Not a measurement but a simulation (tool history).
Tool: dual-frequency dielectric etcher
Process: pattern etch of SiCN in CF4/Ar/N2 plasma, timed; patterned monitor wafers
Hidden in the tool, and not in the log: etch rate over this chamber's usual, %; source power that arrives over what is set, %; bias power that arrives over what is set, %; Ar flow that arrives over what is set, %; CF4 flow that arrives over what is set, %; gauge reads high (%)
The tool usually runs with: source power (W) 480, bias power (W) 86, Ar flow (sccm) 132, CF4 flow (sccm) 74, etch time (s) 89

run	day	source power (W)	bias power (W)	Ar flow (sccm)	CF4 flow (sccm)	etch time (s)	wafers since the last listed run	hours since the last wet clean	hours since the last source power generator calibration	hours since the last bias power generator calibration	hours since the last Ar flow controller change	hours since the last CF4 flow controller change	hours since the last upper electrode change	hours since the gauge calibration	read-back reference wafer on the same gauge, depth_nm	mean etch depth across the wafer (nm)
1	0	390	86	132	74	89	0	141.7	3579.1	2059.1	3712.9	5588.4	2764.4	1490.1	76.5	53.5
2	3.996	390	86	132	74	89	1031	237.6	3675	2155	3808.8	5684.3	2860.3	1586	76.4	53.7
3	7.717	450	86	132	74	89	960	326.9	3764.3	2244.3	3898.1	5773.6	2949.6	1675.3	76.3	62.4
4	10.817	450	86	132	74	89	800	401.3	3838.7	2318.7	3972.5	5848	3024	1749.7	76.2	62.2
5	14.662	480	86	132	74	89	993	493.6	3931	2411	4064.8	5940.3	3116.3	1842	76.1	65.8
# day 18.704: gauge calibrated
6	18.767	480	86	132	74	89	1059	592.1	4029.5	2509.5	4163.3	6038.8	3214.8	1.5	76.3	65.8
7	20.454	480	86	132	74	89	435	632.6	4070	2550	4203.8	6079.3	3255.3	42	76.3	66.4
# day 22.904: wet clean of the chamber
8	23.821	480	74	101	74	89	611	22	4150.8	2630.8	4284.6	6160.1	3336.1	122.8	76.2	65
9	27.171	480	86	132	74	89	864	102.4	4231.2	2711.2	4365	6240.5	3416.5	203.2	76.4	65.4
# day 27.817: bias power generator calibrated
# day 29.375: upper electrode replaced
10	29.929	480	86	132	74	89	410	168.6	4297.4	50.7	4431.2	6306.7	13.3	269.4	76.3	65.6
11	32.458	480	76	132	74	89	653	229.3	4358.1	111.4	4491.9	6367.4	74	330.1	76.3	63
12	39.1	560	86	132	60	89	1714	388.7	4517.5	270.8	4651.3	6526.8	233.4	489.5	76.2	73.1
# day 42.192: Ar flow controller replaced
# day 42.529: source power generator calibrated
# day 43.404: CF4 flow controller replaced
13	43.554	480	86	132	69	89	977	495.6	24.6	377.7	32.7	3.6	340.3	596.4	76.2	68.6
# day 46.146: wet clean of the chamber
14	46.167	590	75	110	74	89	416	0.5	87.3	440.4	95.4	66.3	403	659.1	76.3	83.3
15	49.225	480	74	113	84	89	789	73.9	160.7	513.8	168.8	139.7	476.4	732.5	76.4	69
16	51.912	480	106	132	74	76	693	138.4	225.2	578.3	233.3	204.2	540.9	797	76.4	64.2
17	54.783	480	86	132	88	80.5	741	207.3	294.1	647.2	302.2	273.1	609.8	865.9	76.4	65.2
18	58.933	450	75	132	66	89	1071	306.9	393.7	746.8	401.8	372.7	709.4	965.5	76.2	60.1
19	60.717	550	86	144	74	82.5	460	349.7	436.5	789.6	444.6	415.5	752.2	1008.3	76.4	72.6
20	64.496	540	86	132	68	89	975	440.4	527.2	880.3	535.3	506.2	842.9	1099	76.4	76

Below are 5 alternative next runs, each starting from the tool's condition after run 20. Predict each:
A	64.512	480	86	132	74	89	4	440.8	527.6	880.7	535.7	506.6	843.3	1099.4	?	?
B	64.512	480	67	103	68	89	4	440.8	527.6	880.7	535.7	506.6	843.3	1099.4	?	?
C	64.512	360	86	156	90	67	4	440.8	527.6	880.7	535.7	506.6	843.3	1099.4	?	?
D	64.512	380	65	132	74	97	4	440.8	527.6	880.7	535.7	506.6	843.3	1099.4	?	?
E	64.512	590	86	132	74	89	4	440.8	527.6	880.7	535.7	506.6	843.3	1099.4	?	?

run	read-back reference wafer on the same gauge, depth_nm	mean etch depth across the wafer (nm)
A	76.3	68.6
B	76.3	64.1
C	76.3	38.9
D	76.3	53
E	76.3	84.3
The same runs, with their run-to-run variation unchanged, on a tool lacking any hidden condition would have given:
run	mean etch depth across the wafer (nm)
A	69.1
B	64.5
C	39.1
D	53.4
E	84.8
